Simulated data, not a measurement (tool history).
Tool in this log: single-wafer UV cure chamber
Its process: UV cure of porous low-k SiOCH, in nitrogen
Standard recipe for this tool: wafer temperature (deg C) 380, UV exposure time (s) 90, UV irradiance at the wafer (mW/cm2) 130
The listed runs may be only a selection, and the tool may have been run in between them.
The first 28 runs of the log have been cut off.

run,hour,wafer temperature (deg C),UV exposure time (s),UV irradiance at the wafer (mW/cm2),loss of film thickness in the cure (%)
29,374.4,398,135,130,12.434
30,405.5,380,90,130,9.887
31,412.8,380,90,142,10.096
32,427.3,367,115,115,10.019
33,444.2,380,90,130,9.756
34,455.9,390,120,100,10.071
35,473.6,380,90,130,9.541
36,491.4,397,90,113,9.147
37,498.4,363,40,130,5.563
38,514.8,371,55,96,5.635
39,521.6,393,65,130,8.085

Predict each of these 5 candidate next runs independently; none follows another, all start after run 39:
A,522.1,380,90,155,?
B,522.1,380,40,152,?
C,522.1,380,60,130,?
D,522.1,385,90,161,?
E,522.1,380,120,141,?

run,loss of film thickness in the cure (%)
A,10.108
B,6.342
C,7.418
D,10.386
E,11.035
Take away the tool's hidden state, keep each run's random variation, and the runs would have read:
run,loss of film thickness in the cure (%)
A,11.045
B,7.180
C,8.300
D,11.328
E,11.987
